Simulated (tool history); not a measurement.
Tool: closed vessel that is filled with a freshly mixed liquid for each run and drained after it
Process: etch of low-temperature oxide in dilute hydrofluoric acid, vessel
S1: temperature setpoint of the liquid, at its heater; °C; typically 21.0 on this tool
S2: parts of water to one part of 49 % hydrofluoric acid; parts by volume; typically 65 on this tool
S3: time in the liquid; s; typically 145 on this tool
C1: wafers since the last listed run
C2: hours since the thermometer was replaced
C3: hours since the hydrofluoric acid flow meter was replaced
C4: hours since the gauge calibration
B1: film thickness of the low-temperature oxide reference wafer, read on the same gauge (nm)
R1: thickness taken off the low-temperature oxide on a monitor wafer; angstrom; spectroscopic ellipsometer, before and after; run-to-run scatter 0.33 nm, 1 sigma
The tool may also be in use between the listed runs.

run,hour,S1,S2,S3,C1,C2,C3,C4,B1,R1
1,0.0,17.5,65,145,0,1122.1,324.4,693.4,49.98,378.6
2,29.7,17.5,65,145,1840,1151.8,354.1,723.1,50.02,377.7
# hour 31.2: gauge calibrated
3,56.6,21.0,65,145,1666,1178.7,381.0,25.4,50.01,434.3
4,83.5,21.0,65,145,1666,1205.6,407.9,52.3,50.00,433.9
5,111.4,21.0,65,145,1728,1233.5,435.8,80.2,50.01,434.5
6,172.5,21.0,65,145,3785,1294.6,496.9,141.3,50.00,433.5
7,228.7,21.0,85,85,3481,1350.8,553.1,197.5,50.00,190.3
8,287.9,21.0,65,145,3667,1410.0,612.3,256.7,49.99,428.5
9,313.5,21.0,65,145,1586,1435.6,637.9,282.3,50.01,434.1
10,374.5,21.0,65,145,3779,1496.6,698.9,343.3,50.01,433.4
11,406.2,21.0,65,145,1964,1528.3,730.6,375.0,50.01,431.2
# hour 413.1: hydrofluoric acid flow meter replaced
# hour 457.3: thermometer replaced
12,476.8,21.0,65,145,4250,19.5,63.7,445.6,50.02,398.4
13,510.5,21.0,65,145,2087,53.2,97.4,479.3,50.02,408.7
14,534.8,21.0,65,145,1505,77.5,121.7,503.6,50.00,405.6
15,567.9,17.0,85,190,2050,110.6,154.8,536.7,50.00,333.7
16,629.0,21.0,65,90,3785,171.7,215.9,597.8,50.00,248.1
17,670.0,21.0,65,145,2540,212.7,256.9,638.8,49.98,399.9
# hour 674.0: thermometer replaced, repeated, since the last time left the tool worse
18,719.1,21.0,65,205,2980,45.1,306.0,687.9,50.01,658.2
19,781.7,21.0,65,145,3878,107.7,368.6,750.5,50.00,460.5
# hour 810.0: gauge calibrated
20,833.2,18.5,55,145,3190,159.2,420.1,23.2,50.00,489.8
21,967.2,21.0,65,145,8302,293.2,554.1,157.2,49.98,452.2
22,1027.3,24.0,90,105,3723,353.3,614.2,217.3,50.02,263.0
23,1091.5,17.0,80,200,3977,417.5,678.4,281.5,50.00,416.1

Run 24 has not been measured yet. What should we expect?
24,1149.9,21.0,95,170,3618,475.9,736.8,339.9,?,?

B1: 50.02
R1: 354.0 angstrom
With the hidden condition absent and the run-to-run variation left alone, this run would have shown R1 361.1 angstrom.
